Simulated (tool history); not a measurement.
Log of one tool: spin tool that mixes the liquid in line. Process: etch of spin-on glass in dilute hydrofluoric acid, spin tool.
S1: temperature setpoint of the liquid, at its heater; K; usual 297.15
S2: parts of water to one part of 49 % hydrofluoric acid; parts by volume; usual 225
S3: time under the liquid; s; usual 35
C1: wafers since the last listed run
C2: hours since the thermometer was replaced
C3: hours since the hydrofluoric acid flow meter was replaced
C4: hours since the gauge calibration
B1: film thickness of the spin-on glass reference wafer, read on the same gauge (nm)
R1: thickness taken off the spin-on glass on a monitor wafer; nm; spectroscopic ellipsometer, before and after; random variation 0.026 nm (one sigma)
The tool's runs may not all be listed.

run      day      S1   S2  S3    C1      C2      C3      C4      B1      R1
  1        0  297.15  225  45     0    13.8   109.6  3154.9  59.991   5.793
  2    1.733  297.15  225  45   822    55.4   151.2  3196.5  59.988    5.73
  3    3.971  297.15  225  35  1061   109.1   204.9  3250.2  59.986    4.52
  4    7.442  297.15  225  35  1647   192.4   288.2  3333.5  59.982   4.474
  5   10.858  297.15  225  35  1621   274.4   370.2  3415.5  60.013   4.492
  6   15.225  297.15  225  35  2072   379.2     475  3520.3  60.004   4.549
  7   16.958  297.15  225  35   822   420.8   516.6  3561.9  60.019   4.517
      17.142  -- gauge calibrated
  8   19.625  297.15  225  35  1265   484.8   580.6    59.6  60.025   4.523
  9   21.783  297.15  225  35  1024   536.6   632.4   111.4  59.998   4.561
 10   23.933  297.15  225  35  1020   588.2     684     163  59.981    4.53
 11   27.438  297.15  225  35  1663   672.3   768.1   247.1  59.974   4.548
 12   30.383  294.65  260  30  1398     743   838.8   317.8  59.996    2.97
 13   32.588  297.15  225  35  1046   795.9   891.7   370.7  59.988   4.568
 14   35.767  297.15  225  35  1508   872.2     968     447  59.986   4.579
 15   39.867  299.65  145  45  1945   970.6  1066.4   545.4  60.002  10.928
 16   51.821  297.15  225  35  5673  1257.5  1353.3   832.3  60.009   4.584
 17   53.692  293.15  225  35   887  1302.4  1398.2   877.2  59.988   3.989
 18   58.012  293.65  225  30  2050  1406.1  1501.9   980.9  60.007   3.497
 19   70.896  293.15  225  35  6114  1715.3  1811.1  1290.1  59.998   4.022
      72.142  -- thermometer replaced
 20    73.35  292.15  290  35  1144      29    1870    1349  60.007   2.745
      74.379  -- hydrofluoric acid flow meter replaced
 21   77.033  301.65  320  50  1728   117.4    63.7  1437.4  59.999   4.791
 22   80.917  297.15  225  35  1842   210.6   156.9  1530.6  60.018   4.576
 23   84.425  297.15  315  35  1665   294.8   241.1  1614.8  59.995   2.962
 24   87.012  298.65  285  45  1227   356.9   303.2  1676.9   60.01   4.609
 25   89.471  297.15  225  35  1166   415.9   362.2  1735.9  60.007   4.552
 26   93.533  293.15  170  25  1928   513.4   459.7  1833.4  59.993   3.946
 27   95.883  300.65  285  35  1115   569.8   516.1  1889.8  60.016   3.836
 28   99.788  297.15  225  50  1852   663.5   609.8  1983.5  60.013   6.583
 29  102.617  294.15  225  20  1342   731.4   677.7  2051.4  59.998   2.384
 30  105.808  297.15  225  45  1514     808   754.3    2128  59.988   5.915
 31  112.217  301.15  225  35  3041   961.8   908.1  2281.8  60.007   5.322
 32  113.975  297.15  225  35   834    1004   950.3    2324  60.013   4.652
 33  125.762  299.65  125  45  5594  1286.9  1233.2  2606.9  60.012  13.234

What the log doesn't show, run by run:
hydrofluoric acid flow below the setpoint (%): 0 in every run
gauge reads high (%): 0 in every run
H1: liquid hotter than its thermometer reads (K)
run      H1
  1  0.0172
  2   0.049
  3    0.09
  4   0.154
  5   0.216
  6   0.296
  7   0.328
  8   0.377
  9   0.417
 10   0.456
 11    0.52
 12   0.574
 13   0.615
 14   0.673
 15   0.748
 16   0.967
 17       1
 18    1.08
 19    1.32
 20   0.213
 21    0.28
 22   0.351
 23   0.416
 24   0.463
 25   0.508
 26   0.583
 27   0.626
 28   0.697
 29   0.749
 30   0.808
 31   0.925
 32   0.957
 33    1.17
